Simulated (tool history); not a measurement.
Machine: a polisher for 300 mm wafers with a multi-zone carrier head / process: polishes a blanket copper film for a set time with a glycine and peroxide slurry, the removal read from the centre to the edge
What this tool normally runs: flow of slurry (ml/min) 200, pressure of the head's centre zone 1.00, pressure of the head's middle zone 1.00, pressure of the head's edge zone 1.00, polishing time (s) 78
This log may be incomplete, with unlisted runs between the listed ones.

run	hour	flow of slurry (ml/min)	pressure of the head's centre zone	pressure of the head's middle zone	pressure of the head's edge zone	polishing time (s)	wafers since the last listed run	wafers polished on this pad	hours since the slurry nozzle was cleaned	hours since the centre zone pressure was calibrated	hours since the edge zone pressure was calibrated	hours since the carrier head's membrane was replaced	incoming thickness of the incoming film, nm	film removed at the wafer's centre (Å)	film removed at mid-radius (Å)	film removed at the wafer's edge (Å)
1	0.0	200	1.00	1.00	1.00	78	0	283	192.0	1209.0	166.7	618.7	1378.6	3663	3800	3831
2	13.3	200	1.00	1.00	1.00	78	83	366	205.3	1222.3	180.0	632.0	1374.8	3713	3725	3732
3	27.6	200	1.00	1.00	1.00	78	89	455	219.6	1236.6	194.3	646.3	1373.8	3642	3609	3648
4	34.4	200	1.00	1.00	1.00	78	42	497	226.4	1243.4	201.1	653.1	1361.2	3527	3619	3689
5	49.7	200	1.00	1.00	1.00	78	95	593	241.7	1258.7	216.4	668.4	1383.6	3522	3526	3597
6	66.4	200	1.00	1.00	1.00	78	104	697	258.4	1275.4	233.1	685.1	1390.3	3442	3457	3559
7	72.7	200	1.00	1.00	1.00	78	39	737	264.7	1281.7	239.4	691.4	1369.4	3408	3417	3528
8	85.5	200	1.00	1.00	1.00	78	79	816	277.5	1294.5	252.2	704.2	1370.3	3274	3375	3422
# hour 93.3: slurry nozzle cleaned
# hour 96.2: worn pad replaced by a new one
9	102.0	200	1.00	1.00	1.00	78	78	36	8.7	1311.0	268.7	720.7	1362.6	3994	4126	4012
# hour 111.7: centre zone pressure recalibrated
10	114.2	145	1.00	1.00	0.90	78	63	99	20.9	2.5	280.9	732.9	1378.4	3733	3829	3631
11	123.3	200	1.00	0.90	0.93	78	56	156	30.0	11.6	290.0	742.0	1372.0	3943	3664	3869
12	137.4	200	1.00	1.00	0.96	78	88	244	44.1	25.7	304.1	756.1	1368.2	4042	3980	3837
# hour 150.7: edge zone pressure recalibrated
# hour 151.7: carrier head's membrane replaced by a new one
13	152.2	200	1.00	0.97	1.10	56	73	318	58.9	40.5	1.5	0.5	1384.2	2805	2769	2900
14	163.8	200	1.00	0.96	1.00	78	72	391	70.5	52.1	13.1	12.1	1367.3	3866	3812	3870
15	175.8	165	1.00	1.00	1.00	78	74	465	82.5	64.1	25.1	24.1	1380.0	3790	3748	3821
16	189.3	165	1.00	1.00	1.00	78	84	550	96.0	77.6	38.6	37.6	1374.9	3729	3738	3758
17	196.2	200	1.00	0.94	1.00	78	43	593	102.9	84.5	45.5	44.5	1408.6	3820	3698	3890

5 ways to go on from here, each from the tool as it stands after run 17. What would each give?
A	196.7	200	1.00	1.00	1.00	78	3	596	103.4	85.0	46.0	45.0	1390.7	?	?	?
B	196.7	200	0.90	1.00	1.00	78	3	596	103.4	85.0	46.0	45.0	1390.7	?	?	?
C	196.7	245	1.00	1.00	1.00	56	3	596	103.4	85.0	46.0	45.0	1390.7	?	?	?
D	196.7	175	1.04	1.00	1.00	66	3	596	103.4	85.0	46.0	45.0	1390.7	?	?	?
E	196.7	200	0.96	1.07	1.10	78	3	596	103.4	85.0	46.0	45.0	1390.7	?	?	?

run	film removed at the wafer's centre (Å)	film removed at mid-radius (Å)	film removed at the wafer's edge (Å)
A	3800	3875	3898
B	3447	3877	3898
C	2823	2869	2863
D	3244	3199	3240
E	3661	4104	4082
Take away the tool's hidden state, keep each run's random variation, and the runs would have read:
run	film removed at the wafer's centre (Å)	film removed at mid-radius (Å)	film removed at the wafer's edge (Å)
A	4065	4139	4152
B	3687	4141	4152
C	3013	3058	3045
D	3477	3423	3455
E	3916	4384	4348
